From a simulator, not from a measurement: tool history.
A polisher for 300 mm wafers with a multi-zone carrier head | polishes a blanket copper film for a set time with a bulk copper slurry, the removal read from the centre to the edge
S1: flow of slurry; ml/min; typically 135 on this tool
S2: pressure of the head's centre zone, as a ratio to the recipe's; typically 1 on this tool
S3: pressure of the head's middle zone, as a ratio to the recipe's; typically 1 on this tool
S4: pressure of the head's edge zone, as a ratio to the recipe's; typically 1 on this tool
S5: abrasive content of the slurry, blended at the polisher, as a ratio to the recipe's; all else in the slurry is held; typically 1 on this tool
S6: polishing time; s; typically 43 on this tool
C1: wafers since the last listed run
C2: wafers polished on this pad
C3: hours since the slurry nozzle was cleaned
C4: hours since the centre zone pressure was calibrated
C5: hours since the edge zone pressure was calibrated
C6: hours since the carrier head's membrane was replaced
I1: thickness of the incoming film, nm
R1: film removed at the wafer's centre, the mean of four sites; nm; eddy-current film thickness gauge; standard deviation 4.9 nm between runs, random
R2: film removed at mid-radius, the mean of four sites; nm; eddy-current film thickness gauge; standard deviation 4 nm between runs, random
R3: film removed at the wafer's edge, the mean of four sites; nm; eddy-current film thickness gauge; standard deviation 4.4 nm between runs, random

| run | hour | S1 | S2 | S3 | S4 | S5 | S6 | C1 | C2 | C3 | C4 | C5 | C6 | I1 | R1 | R2 | R3 |
|---|---|---|---|---|---|---|---|---|---|---|---|---|---|---|---|---|---|
| 1 | 0 | 135 | 1.04 | 1 | 1 | 1 | 43 | 0 | 493 | 87.3 | 53.5 | 393.9 | 1363.1 | 3621.2 | 352.3 | 334.9 | 340.4 |
| 2 | 56.8 | 135 | 1 | 1 | 1 | 1 | 43 | 946 | 1440 | 144.1 | 110.3 | 450.7 | 1419.9 | 3526.2 | 338.5 | 342.3 | 348.1 |
| 3 | 87.9 | 135 | 1 | 1 | 1 | 1 | 43 | 518 | 1958 | 175.2 | 141.4 | 481.8 | 1451 | 3556.1 | 343.2 | 341.9 | 335 |
| 4 | 112.2 | 135 | 1 | 1 | 1 | 1 | 43 | 404 | 2363 | 199.5 | 165.7 | 506.1 | 1475.3 | 3532.8 | 348.3 | 339.7 | 345.2 |
| 5 | 178.2 | 135 | 1 | 1 | 1 | 1 | 43 | 1099 | 3463 | 265.5 | 231.7 | 572.1 | 1541.3 | 3552.9 | 355.4 | 338.4 | 348.2 |
|  | 189.1 | slurry nozzle cleaned |
|  | 216.2 | worn pad replaced by a new one |
| 6 | 216.7 | 120 | 1 | 1 | 1.06 | 1 | 43 | 558 | 8 | 27.6 | 270.2 | 610.6 | 1579.8 | 3472.5 | 342.2 | 338 | 349.1 |
| 7 | 280.2 | 120 | 1 | 1 | 1.06 | 1 | 43 | 1058 | 1066 | 91.1 | 333.7 | 674.1 | 1643.3 | 3611.9 | 349.8 | 325.1 | 341.2 |
| 8 | 350.1 | 135 | 1 | 1 | 1 | 1 | 43 | 1164 | 2231 | 161 | 403.6 | 744 | 1713.2 | 3567.7 | 362.7 | 335 | 353.3 |
|  | 356.6 | edge zone pressure recalibrated |
|  | 404.8 | worn pad replaced by a new one |
|  | 426.9 | carrier head's membrane replaced by a new one |
|  | 478.3 | centre zone pressure recalibrated |
|  | 482.9 | slurry nozzle cleaned |
| 9 | 559.6 | 135 | 1 | 0.95 | 1 | 1 | 43 | 3258 | 2447 | 76.7 | 81.3 | 203 | 132.7 | 3548.6 | 347.2 | 326.1 | 343.7 |
| 10 | 590.6 | 135 | 1 | 1 | 1 | 1 | 57 | 516 | 2963 | 107.7 | 112.3 | 234 | 163.7 | 3600.7 | 454 | 452.7 | 471.4 |
|  | 618.2 | worn pad replaced by a new one |
| 11 | 653.7 | 135 | 1 | 0.95 | 1 | 1 | 47 | 984 | 591 | 170.8 | 175.4 | 297.1 | 226.8 | 3541.2 | 381.6 | 357.2 | 377.4 |
| 12 | 708.3 | 135 | 1.06 | 1 | 1 | 1 | 43 | 909 | 1501 | 225.4 | 230 | 351.7 | 281.4 | 3589.5 | 372.6 | 338.3 | 337.3 |
| 13 | 798.6 | 135 | 1 | 0.95 | 1 | 1 | 55 | 1504 | 3006 | 315.7 | 320.3 | 442 | 371.7 | 3531.5 | 456.2 | 420.4 | 441 |
|  | 805.6 | slurry nozzle cleaned |
|  | 820.3 | worn pad replaced by a new one |
| 14 | 834.1 | 135 | 1 | 1 | 0.89 | 1 | 43 | 508 | 230 | 28.5 | 355.8 | 477.5 | 407.2 | 3501.1 | 355.7 | 344.3 | 332.5 |

Run 15, settings as shown, results not yet in. Your forecast:
| 15 | 885 | 135 | 1 | 1 | 1 | 1 | 43 | 848 | 1079 | 79.4 | 406.7 | 528.4 | 458.1 | 3513.9 | ? | ? | ? |

{"run 15": {"R1": 363.7, "R2": 346.7, "R3": 347.7}}
Without the tool's hidden state the same run would have given R1 338.4 nm, R2 346.8 nm, R3 347.7 nm.
